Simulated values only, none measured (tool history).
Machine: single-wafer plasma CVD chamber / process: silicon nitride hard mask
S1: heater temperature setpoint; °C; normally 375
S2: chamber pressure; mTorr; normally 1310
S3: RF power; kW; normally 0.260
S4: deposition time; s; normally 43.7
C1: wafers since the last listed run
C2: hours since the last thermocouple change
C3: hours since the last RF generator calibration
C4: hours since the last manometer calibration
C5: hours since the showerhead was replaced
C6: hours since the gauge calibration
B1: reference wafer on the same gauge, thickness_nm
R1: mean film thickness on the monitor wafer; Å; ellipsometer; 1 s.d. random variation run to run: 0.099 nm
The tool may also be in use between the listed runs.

run,hour,S1,S2,S3,S4,C1,C2,C3,C4,C5,C6,B1,R1
1,0.0,375,1310,0.260,43.7,0,460.8,1737.5,2826.0,6098.5,496.2,43.503,418.81
2,14.8,375,1310,0.260,43.7,353,475.6,1752.3,2840.8,6113.3,511.0,43.473,419.46
3,27.9,375,1200,0.260,43.7,313,488.7,1765.4,2853.9,6126.4,524.1,43.526,400.70
4,47.4,375,1200,0.260,43.7,466,508.2,1784.9,2873.4,6145.9,543.6,43.498,400.49
5,72.4,375,1200,0.260,43.7,597,533.2,1809.9,2898.4,6170.9,568.6,43.507,400.47
6,94.2,375,1310,0.260,43.7,521,555.0,1831.7,2920.2,6192.7,590.4,43.508,417.52
7,129.3,375,1310,0.260,49.9,838,590.1,1866.8,2955.3,6227.8,625.5,43.445,476.38
# hour 152.9: gauge calibrated
8,205.5,375,1310,0.260,49.9,1821,666.3,1943.0,3031.5,6304.0,52.6,43.479,472.68
# hour 223.8: capacitance manometer re-zeroed and calibrated
9,232.8,375,1310,0.260,49.9,461,693.6,1970.3,9.0,6331.3,79.9,43.492,492.07
10,261.8,371,1310,0.260,43.7,693,722.6,1999.3,38.0,6360.3,108.9,43.515,432.02
11,276.4,375,1310,0.260,43.7,348,737.2,2013.9,52.6,6374.9,123.5,43.525,429.17
12,306.8,375,1470,0.260,43.7,726,767.6,2044.3,83.0,6405.3,153.9,43.503,449.19
13,341.4,375,1310,0.260,43.7,826,802.2,2078.9,117.6,6439.9,188.5,43.490,429.42
14,371.8,375,1310,0.230,43.7,726,832.6,2109.3,148.0,6470.3,218.9,43.500,378.28
15,404.2,375,1310,0.260,43.7,774,865.0,2141.7,180.4,6502.7,251.3,43.509,426.30
# hour 415.2: showerhead replaced
16,424.2,388,1400,0.285,38.7,286,885.0,2161.7,200.4,9.0,271.3,43.523,421.94
# hour 453.8: RF generator calibrated
17,454.3,375,1310,0.260,43.7,528,915.1,0.5,230.5,39.1,301.4,43.522,447.72
18,486.7,375,1310,0.210,43.7,774,947.5,32.9,262.9,71.5,333.8,43.526,356.56
19,502.1,367,1550,0.260,37.8,368,962.9,48.3,278.3,86.9,349.2,43.483,414.48
# hour 515.6: thermocouple changed; heater temperature recalibrated
20,528.8,387,1460,0.230,35.7,446,13.2,75.0,305.0,113.6,375.9,43.519,334.32
21,543.2,381,1310,0.260,43.7,344,27.6,89.4,319.4,128.0,390.3,43.483,445.33
22,577.6,388,1310,0.260,43.7,822,62.0,123.8,353.8,162.4,424.7,43.442,443.28
23,596.6,389,1470,0.260,43.7,454,81.0,142.8,372.8,181.4,443.7,43.481,467.16
24,616.0,375,1310,0.260,43.7,463,100.4,162.2,392.2,200.8,463.1,43.442,447.18
25,631.2,375,1060,0.260,43.7,363,115.6,177.4,407.4,216.0,478.3,43.538,401.89
26,648.4,370,1310,0.260,37.3,411,132.8,194.6,424.6,233.2,495.5,43.534,381.51
27,678.7,360,1310,0.260,43.7,724,163.1,224.9,454.9,263.5,525.8,43.480,448.66
28,712.0,390,1140,0.310,50.4,795,196.4,258.2,488.2,296.8,559.1,43.522,561.68

Each row is a separate what-if for the run after 28, all from the same tool condition, not one after another. Results?
A,712.4,375,1310,0.260,43.7,9,196.8,258.6,488.6,297.2,559.5,?,?
B,712.4,385,1060,0.295,35.4,9,196.8,258.6,488.6,297.2,559.5,?,?
C,712.4,385,1310,0.245,43.7,9,196.8,258.6,488.6,297.2,559.5,?,?
D,712.4,371,1310,0.260,47.9,9,196.8,258.6,488.6,297.2,559.5,?,?
E,712.4,375,1420,0.260,43.7,9,196.8,258.6,488.6,297.2,559.5,?,?

run,B1,R1
A,43.512,445.43
B,43.512,365.61
C,43.512,418.68
D,43.512,488.86
E,43.512,460.52
Had the tool no hidden state, the same runs would have come out as:
run,R1
A,447.54
B,367.11
C,420.66
D,491.17
E,462.73
